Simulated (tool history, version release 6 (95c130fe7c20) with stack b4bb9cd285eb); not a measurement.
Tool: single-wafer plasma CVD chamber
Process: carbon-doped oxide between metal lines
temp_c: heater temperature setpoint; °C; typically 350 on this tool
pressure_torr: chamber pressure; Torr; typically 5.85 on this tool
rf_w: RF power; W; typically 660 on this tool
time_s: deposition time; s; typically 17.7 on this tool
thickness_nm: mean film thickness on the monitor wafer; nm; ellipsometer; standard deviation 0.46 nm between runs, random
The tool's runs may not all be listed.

| run | hour | temp_c | pressure_torr | rf_w | time_s | read-back reference wafer on the same gauge, thickness_nm | thickness_nm |
|---|---|---|---|---|---|---|---|
| 1 | 0 | 347 | 5.85 | 660 | 17.7 | 120.028 | 113.842 |
| 2 | 106.9 | 350 | 5.85 | 660 | 17.7 | 120.138 | 112.411 |
| 3 | 145.5 | 350 | 6.24 | 660 | 17.7 | 120.004 | 113.906 |
| 4 | 201.1 | 350 | 5.85 | 660 | 17.7 | 120.022 | 112.864 |
| 5 | 283.3 | 354 | 5.85 | 660 | 17.7 | 119.982 | 111.968 |
| 6 | 353.5 | 354 | 5.85 | 660 | 17.7 | 119.998 | 111.718 |
|  | 370.2 | capacitance manometer re-zeroed and calibrated |
| 7 | 454.8 | 354 | 5.85 | 660 | 17.7 | 119.949 | 111.881 |
| 8 | 556.1 | 346 | 5.85 | 720 | 17.7 | 120.093 | 120.271 |
| 9 | 604.1 | 346 | 5.85 | 720 | 17.7 | 119.982 | 120.134 |
| 10 | 670.7 | 346 | 5.85 | 720 | 17.7 | 119.999 | 119.985 |
| 11 | 775 | 350 | 5.85 | 660 | 17.7 | 119.968 | 112.35 |
|  | 800.4 | gauge calibrated |
| 12 | 845.9 | 350 | 5.85 | 660 | 17.7 | 120.012 | 112.597 |
|  | 941.7 | RF generator calibrated |
|  | 1096.2 | showerhead replaced |
| 13 | 1120.7 | 350 | 5.85 | 660 | 17.7 | 120.069 | 113.789 |
| 14 | 1186.1 | 350 | 5.85 | 660 | 20.2 | 119.913 | 128.637 |
|  | 1196.9 | thermocouple changed; heater temperature recalibrated |
|  | 1281.7 | capacitance manometer re-zeroed and calibrated |
| 15 | 1288.1 | 350 | 5.85 | 660 | 17.7 | 120.012 | 113.499 |
| 16 | 1392.2 | 346 | 5.85 | 720 | 17.7 | 119.957 | 120.461 |
| 17 | 1438.2 | 359 | 5.85 | 660 | 21.1 | 120.023 | 131.147 |
| 18 | 1524.6 | 354 | 6.33 | 705 | 20.8 | 119.919 | 136.913 |
| 19 | 1578.4 | 357 | 5.85 | 660 | 19.4 | 120.164 | 121.501 |
| 20 | 1650.3 | 350 | 5.37 | 660 | 17.7 | 120.09 | 111.864 |
| 21 | 1742.2 | 358 | 5.18 | 560 | 14.2 | 119.909 | 79.809 |
| 22 | 1801.9 | 346 | 5.85 | 720 | 17.7 | 120.039 | 119.589 |
| 23 | 1897.9 | 350 | 5.85 | 660 | 17.7 | 119.904 | 112.488 |
| 24 | 1976.8 | 350 | 5.85 | 660 | 17.7 | 120.042 | 112.456 |
| 25 | 2057.5 | 359 | 5.85 | 565 | 17.7 | 119.99 | 100.605 |
| 26 | 2101.5 | 350 | 4.64 | 705 | 17.7 | 120.073 | 111.725 |
|  | 2113.8 | gauge calibrated |
| 27 | 2165.1 | 358 | 5.45 | 660 | 14.8 | 119.865 | 91.692 |
| 28 | 2270 | 350 | 5.85 | 660 | 17.7 | 119.915 | 112.33 |
|  | 2293.7 | capacitance manometer re-zeroed and calibrated |
|  | 2296.8 | RF generator calibrated |
| 29 | 2337.3 | 350 | 6.75 | 660 | 17.7 | 120.004 | 115.23 |

Hidden state, per run?
wafer temperature above the value expected at the setpoint (K): 0 on each run
delivered RF power above the setpoint (%): 0 on each run
true pressure above the setpoint (%): 0 on each run
gauge reads high (%): 0 on each run
